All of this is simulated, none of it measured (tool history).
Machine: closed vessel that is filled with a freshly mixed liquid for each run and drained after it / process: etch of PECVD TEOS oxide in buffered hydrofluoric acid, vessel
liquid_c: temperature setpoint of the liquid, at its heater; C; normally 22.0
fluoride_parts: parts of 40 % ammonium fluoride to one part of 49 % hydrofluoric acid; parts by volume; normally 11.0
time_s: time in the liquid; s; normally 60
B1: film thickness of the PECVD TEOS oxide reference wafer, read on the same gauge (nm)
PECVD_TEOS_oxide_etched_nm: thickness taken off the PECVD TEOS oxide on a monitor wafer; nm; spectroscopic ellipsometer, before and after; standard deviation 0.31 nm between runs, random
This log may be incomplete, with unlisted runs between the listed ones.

Run 1, hour 0.0: usual settings; B1 129.98. Result: PECVD_TEOS_oxide_etched_nm 85.00 nm.
Run 2, hour 35.4: usual settings; B1 129.97. Result: PECVD_TEOS_oxide_etched_nm 85.44 nm.
Run 3, hour 64.4: usual settings; B1 130.02. Result: PECVD_TEOS_oxide_etched_nm 85.56 nm.
Run 4, hour 92.8: usual settings; B1 129.97. Result: PECVD_TEOS_oxide_etched_nm 85.26 nm.
Run 5, hour 106.7: usual settings; B1 129.98. Result: PECVD_TEOS_oxide_etched_nm 85.29 nm.
Run 6, hour 135.7: usual settings; B1 130.02. Result: PECVD_TEOS_oxide_etched_nm 84.59 nm.
Run 7, hour 156.1: usual settings but liquid_c 26.0 C; B1 130.01. Result: PECVD_TEOS_oxide_etched_nm 105.70 nm.
Run 8, hour 184.4: usual settings; B1 129.99. Result: PECVD_TEOS_oxide_etched_nm 84.74 nm.
Run 9, hour 197.4: usual settings; B1 130.02. Result: PECVD_TEOS_oxide_etched_nm 84.30 nm.
Run 10, hour 229.0: usual settings but liquid_c 19.0 C; B1 130.04. Result: PECVD_TEOS_oxide_etched_nm 71.40 nm.
At hour 233.6: gauge calibrated.
Run 11, hour 252.8: usual settings but liquid_c 19.0 C; B1 130.02. Result: PECVD_TEOS_oxide_etched_nm 71.58 nm.
Run 12, hour 276.8: usual settings but liquid_c 19.0 C; B1 130.00. Result: PECVD_TEOS_oxide_etched_nm 71.69 nm.
Run 13, hour 290.2: usual settings; B1 129.99. Result: PECVD_TEOS_oxide_etched_nm 84.89 nm.
Run 14, hour 312.7: usual settings; B1 129.98. Result: PECVD_TEOS_oxide_etched_nm 84.73 nm.
Run 15, hour 331.7: usual settings but liquid_c 18.5 C, time_s 30 s; B1 130.02. Result: PECVD_TEOS_oxide_etched_nm 34.63 nm.
At hour 387.7: hydrofluoric acid flow meter replaced.
Run 16, hour 390.2: usual settings but liquid_c 19.0 C; B1 129.99. Result: PECVD_TEOS_oxide_etched_nm 73.31 nm.
Run 17, hour 410.1: usual settings but liquid_c 25.0 C, fluoride_parts 12.5 parts by volume, time_s 30 s; B1 129.97. Result: PECVD_TEOS_oxide_etched_nm 45.14 nm.
At hour 487.6: thermometer replaced.
Run 18, hour 493.3: usual settings but fluoride_parts 15.0 parts by volume, time_s 90 s; B1 129.99. Result: PECVD_TEOS_oxide_etched_nm 95.82 nm.
Run 19, hour 592.2: usual settings; B1 130.00. Result: PECVD_TEOS_oxide_etched_nm 86.63 nm.
Run 20, hour 618.9: usual settings but fluoride_parts 15.5 parts by volume, time_s 70 s; B1 130.03. Result: PECVD_TEOS_oxide_etched_nm 71.82 nm.
Run 21, hour 634.7: usual settings but fluoride_parts 8.5 parts by volume, time_s 70 s; B1 130.01. Result: PECVD_TEOS_oxide_etched_nm 125.19 nm.
Run 22, hour 669.1: usual settings; B1 129.99. Result: PECVD_TEOS_oxide_etched_nm 86.38 nm.
Run 23, hour 704.6: usual settings but liquid_c 19.5 C, time_s 35 s; B1 130.03. Result: PECVD_TEOS_oxide_etched_nm 43.88 nm.
Run 24, hour 725.2: usual settings but liquid_c 25.0 C, fluoride_parts 7.5 parts by volume; B1 129.99. Result: PECVD_TEOS_oxide_etched_nm 144.29 nm.
Run 25, hour 747.3: usual settings but liquid_c 26.0 C, fluoride_parts 13.0 parts by volume, time_s 90 s; B1 130.01. Result: PECVD_TEOS_oxide_etched_nm 137.41 nm.
Run 26, hour 760.9: usual settings; B1 129.99. Result: PECVD_TEOS_oxide_etched_nm 86.20 nm.

Each row is a separate what-if for the run after 26, all from the same tool condition, not one after another. Results?
Run A, hour 761.6: usual settings but time_s 80 s; B1 ?. Result: PECVD_TEOS_oxide_etched_nm ?.
Run B, hour 761.6: usual settings but liquid_c 18.5 C, time_s 75 s; B1 ?. Result: PECVD_TEOS_oxide_etched_nm ?.
Run C, hour 761.6: usual settings but liquid_c 17.5 C, fluoride_parts 7.0 parts by volume, time_s 90 s; B1 ?. Result: PECVD_TEOS_oxide_etched_nm ?.

run      B1  PECVD_TEOS_oxide_etched_nm
  A  130.02                      114.23
  B  130.02                       88.06
  C  130.02                      153.52
Stripped of hidden state, with their random variation kept, the same runs would have yielded:
run  PECVD_TEOS_oxide_etched_nm
  A                      115.61
  B                       89.12
  C                      155.58
